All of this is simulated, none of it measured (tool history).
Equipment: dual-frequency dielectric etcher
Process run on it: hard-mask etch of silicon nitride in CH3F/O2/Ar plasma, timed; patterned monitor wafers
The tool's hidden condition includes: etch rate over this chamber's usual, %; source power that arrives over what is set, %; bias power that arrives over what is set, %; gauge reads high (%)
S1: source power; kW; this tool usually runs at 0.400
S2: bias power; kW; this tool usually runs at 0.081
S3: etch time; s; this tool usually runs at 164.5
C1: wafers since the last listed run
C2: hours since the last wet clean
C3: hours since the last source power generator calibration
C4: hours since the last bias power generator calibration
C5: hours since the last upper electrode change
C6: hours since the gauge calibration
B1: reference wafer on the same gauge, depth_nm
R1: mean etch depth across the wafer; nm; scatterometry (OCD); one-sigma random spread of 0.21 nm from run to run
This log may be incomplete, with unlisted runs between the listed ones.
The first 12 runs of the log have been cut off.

| run | hour | S1 | S2 | S3 | C1 | C2 | C3 | C4 | C5 | C6 | B1 | R1 |
|---|---|---|---|---|---|---|---|---|---|---|---|---|
|  | 592.6 | bias power generator calibrated |
|  | 613.9 | gauge calibrated |
| 13 | 619.2 | 0.480 | 0.081 | 164.5 | 374 | 236.2 | 67.6 | 26.6 | 3907.3 | 5.3 | 100.0 | 114.2 |
| 14 | 652.5 | 0.350 | 0.091 | 164.5 | 292 | 269.5 | 100.9 | 59.9 | 3940.6 | 38.6 | 100.1 | 107.8 |
|  | 715.2 | upper electrode replaced |
| 15 | 715.7 | 0.400 | 0.081 | 164.5 | 344 | 332.7 | 164.1 | 123.1 | 0.5 | 101.8 | 100.0 | 106.8 |
| 16 | 764.5 | 0.400 | 0.097 | 205.5 | 428 | 381.5 | 212.9 | 171.9 | 49.3 | 150.6 | 100.0 | 146.5 |
| 17 | 790.7 | 0.370 | 0.081 | 188.0 | 230 | 407.7 | 239.1 | 198.1 | 75.5 | 176.8 | 100.0 | 118.6 |
| 18 | 926.4 | 0.360 | 0.081 | 164.5 | 1192 | 543.4 | 374.8 | 333.8 | 211.2 | 312.5 | 100.0 | 102.6 |
| 19 | 965.8 | 0.400 | 0.064 | 200.0 | 346 | 582.8 | 414.2 | 373.2 | 250.6 | 351.9 | 100.0 | 114.6 |
|  | 1022.9 | wet clean of the chamber |
| 20 | 1023.4 | 0.480 | 0.101 | 135.0 | 295 | 0.5 | 471.8 | 430.8 | 308.2 | 409.5 | 100.0 | 104.8 |
| 21 | 1037.9 | 0.490 | 0.081 | 132.0 | 127 | 15.0 | 486.3 | 445.3 | 322.7 | 424.0 | 100.0 | 92.8 |
| 22 | 1084.9 | 0.370 | 0.092 | 164.5 | 413 | 62.0 | 533.3 | 492.3 | 369.7 | 471.0 | 100.0 | 110.8 |
| 23 | 1126.3 | 0.360 | 0.100 | 164.5 | 363 | 103.4 | 574.7 | 533.7 | 411.1 | 512.4 | 100.0 | 114.2 |
| 24 | 1175.0 | 0.400 | 0.095 | 164.5 | 428 | 152.1 | 623.4 | 582.4 | 459.8 | 561.1 | 100.0 | 116.2 |
| 25 | 1208.9 | 0.400 | 0.081 | 164.5 | 297 | 186.0 | 657.3 | 616.3 | 493.7 | 595.0 | 100.0 | 106.6 |
| 26 | 1265.9 | 0.330 | 0.096 | 164.5 | 501 | 243.0 | 714.3 | 673.3 | 550.7 | 652.0 | 100.0 | 108.8 |
| 27 | 1326.3 | 0.400 | 0.062 | 146.0 | 530 | 303.4 | 774.7 | 733.7 | 611.1 | 712.4 | 100.1 | 81.7 |

For run 28, what comes out?
| 28 | 1371.8 | 0.400 | 0.081 | 164.5 | 399 | 348.9 | 820.2 | 779.2 | 656.6 | 757.9 | ? | ? |

{"run 28": {"B1": 100.0, "R1": 106.9}}
On a tool with no hidden condition, and with the same random variation, this run would have come out at R1 107.6 nm.
